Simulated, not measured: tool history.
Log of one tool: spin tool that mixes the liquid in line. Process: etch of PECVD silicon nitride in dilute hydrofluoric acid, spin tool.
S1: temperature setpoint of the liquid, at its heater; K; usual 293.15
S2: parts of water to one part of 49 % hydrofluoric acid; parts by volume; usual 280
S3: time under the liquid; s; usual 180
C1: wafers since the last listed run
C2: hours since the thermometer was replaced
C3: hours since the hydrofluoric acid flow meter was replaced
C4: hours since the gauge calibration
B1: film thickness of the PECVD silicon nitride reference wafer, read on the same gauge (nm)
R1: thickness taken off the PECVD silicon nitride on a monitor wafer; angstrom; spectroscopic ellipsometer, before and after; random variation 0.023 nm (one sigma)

run 1 hour=0 | S1=293.15 S2=280 S3=180 | C1=0 C2=2746.9 C3=1509.2 C4=323.1 | B1=109.974 | R1=25.26
run 2 hour=15.2 | S1=291.65 S2=280 S3=180 | C1=71 C2=2762.1 C3=1524.4 C4=338.3 | B1=109.976 | R1=23.32
run 3 hour=35.2 | S1=291.65 S2=280 S3=180 | C1=94 C2=2782.1 C3=1544.4 C4=358.3 | B1=109.978 | R1=22.87
run 4 hour=65.3 | S1=297.15 S2=280 S3=180 | C1=141 C2=2812.2 C3=1574.5 C4=388.4 | B1=110.025 | R1=32.85
run 5 hour=98.1 | S1=293.15 S2=335 S3=180 | C1=154 C2=2845 C3=1607.3 C4=421.2 | B1=109.978 | R1=21.11
run 6 hour=124.9 | S1=293.15 S2=280 S3=180 | C1=126 C2=2871.8 C3=1634.1 C4=448 | B1=110.01 | R1=25.63
run 7 hour=138.9 | S1=293.15 S2=280 S3=180 | C1=65 C2=2885.8 C3=1648.1 C4=462 | B1=109.996 | R1=26.28
run 8 hour=155.6 | S1=293.15 S2=280 S3=180 | C1=78 C2=2902.5 C3=1664.8 C4=478.7 | B1=110.027 | R1=26.02
run 9 hour=177.8 | S1=293.15 S2=280 S3=180 | C1=104 C2=2924.7 C3=1687 C4=500.9 | B1=109.993 | R1=25.96
run 10 hour=189.9 | S1=293.15 S2=280 S3=180 | C1=57 C2=2936.8 C3=1699.1 C4=513 | B1=110.024 | R1=25.97
run 11 hour=202.4 | S1=293.15 S2=280 S3=180 | C1=58 C2=2949.3 C3=1711.6 C4=525.5 | B1=110.028 | R1=25.9
-- hour=221.9 thermometer replaced
run 12 hour=233.9 | S1=295.65 S2=280 S3=240 | C1=143 C2=12 C3=1743.1 C4=557 | B1=110.033 | R1=34.75
run 13 hour=246.3 | S1=294.65 S2=280 S3=240 | C1=58 C2=24.4 C3=1755.5 C4=569.4 | B1=109.997 | R1=32.78
run 14 hour=276.8 | S1=290.15 S2=245 S3=80 | C1=143 C2=54.9 C3=1786 C4=599.9 | B1=109.991 | R1=8.97
run 15 hour=303.1 | S1=291.65 S2=280 S3=180 | C1=123 C2=81.2 C3=1812.3 C4=626.2 | B1=110.02 | R1=20.15
run 16 hour=329.8 | S1=293.15 S2=280 S3=180 | C1=125 C2=107.9 C3=1839 C4=652.9 | B1=110.013 | R1=21.76
run 17 hour=360.3 | S1=293.15 S2=280 S3=180 | C1=143 C2=138.4 C3=1869.5 C4=683.4 | B1=110.033 | R1=22.58
run 18 hour=376.8 | S1=293.15 S2=400 S3=180 | C1=77 C2=154.9 C3=1886 C4=699.9 | B1=109.998 | R1=15.92
-- hour=393.8 gauge calibrated
run 19 hour=399.3 | S1=293.15 S2=280 S3=180 | C1=106 C2=177.4 C3=1908.5 C4=5.5 | B1=109.994 | R1=22.42
run 20 hour=497.7 | S1=297.65 S2=280 S3=105 | C1=463 C2=275.8 C3=2006.9 C4=103.9 | B1=110.035 | R1=17.37
run 21 hour=511.5 | S1=295.15 S2=280 S3=180 | C1=65 C2=289.6 C3=2020.7 C4=117.7 | B1=109.966 | R1=26.14
run 22 hour=536.6 | S1=294.65 S2=245 S3=150 | C1=118 C2=314.7 C3=2045.8 C4=142.8 | B1=109.988 | R1=23.82
run 23 hour=572 | S1=293.15 S2=280 S3=235 | C1=166 C2=350.1 C3=2081.2 C4=178.2 | B1=110.003 | R1=30.15
-- hour=574.1 hydrofluoric acid flow meter replaced
run 24 hour=603.3 | S1=295.15 S2=365 S3=105 | C1=142 C2=381.4 C3=29.2 C4=209.5 | B1=110.005 | R1=10.39
run 25 hour=635.7 | S1=290.15 S2=355 S3=285 | C1=152 C2=413.8 C3=61.6 C4=241.9 | B1=109.987 | R1=21.45
run 26 hour=652.4 | S1=293.15 S2=195 S3=125 | C1=78 C2=430.5 C3=78.3 C4=258.6 | B1=110.031 | R1=20.85
run 27 hour=682.3 | S1=293.15 S2=280 S3=180 | C1=140 C2=460.4 C3=108.2 C4=288.5 | B1=110.003 | R1=20.74
run 28 hour=697.2 | S1=293.15 S2=280 S3=180 | C1=70 C2=475.3 C3=123.1 C4=303.4 | B1=109.974 | R1=21.08
run 29 hour=723.8 | S1=293.15 S2=280 S3=180 | C1=125 C2=501.9 C3=149.7 C4=330 | B1=110.004 | R1=20.48
run 30 hour=751.4 | S1=290.15 S2=405 S3=180 | C1=130 C2=529.5 C3=177.3 C4=357.6 | B1=109.99 | R1=12.18
run 31 hour=786.1 | S1=293.15 S2=370 S3=180 | C1=163 C2=564.2 C3=212 C4=392.3 | B1=110.01 | R1=16.27

5 ways to go on from here, each from the tool as it stands after run 31. What would each give?
run A hour=786.6 | S1=293.15 S2=390 S3=180 | C1=2 C2=564.7 C3=212.5 C4=392.8 | B1=? | R1=?
run B hour=786.6 | S1=293.15 S2=280 S3=75 | C1=2 C2=564.7 C3=212.5 C4=392.8 | B1=? | R1=?
run C hour=786.6 | S1=290.15 S2=415 S3=135 | C1=2 C2=564.7 C3=212.5 C4=392.8 | B1=? | R1=?
run D hour=786.6 | S1=293.15 S2=330 S3=180 | C1=2 C2=564.7 C3=212.5 C4=392.8 | B1=? | R1=?
run E hour=786.6 | S1=293.15 S2=355 S3=180 | C1=2 C2=564.7 C3=212.5 C4=392.8 | B1=? | R1=?

run=A B1=110.001 R1=15.28
run=B B1=110.001 R1=8.78
run=C B1=110.001 R1=8.95
run=D B1=110.001 R1=17.96
run=E B1=110.001 R1=16.73
Without the tool's hidden state the same runs would have given:
run=A R1=14.4
run=B R1=8.26
run=C R1=8.44
run=D R1=16.92
run=E R1=15.77

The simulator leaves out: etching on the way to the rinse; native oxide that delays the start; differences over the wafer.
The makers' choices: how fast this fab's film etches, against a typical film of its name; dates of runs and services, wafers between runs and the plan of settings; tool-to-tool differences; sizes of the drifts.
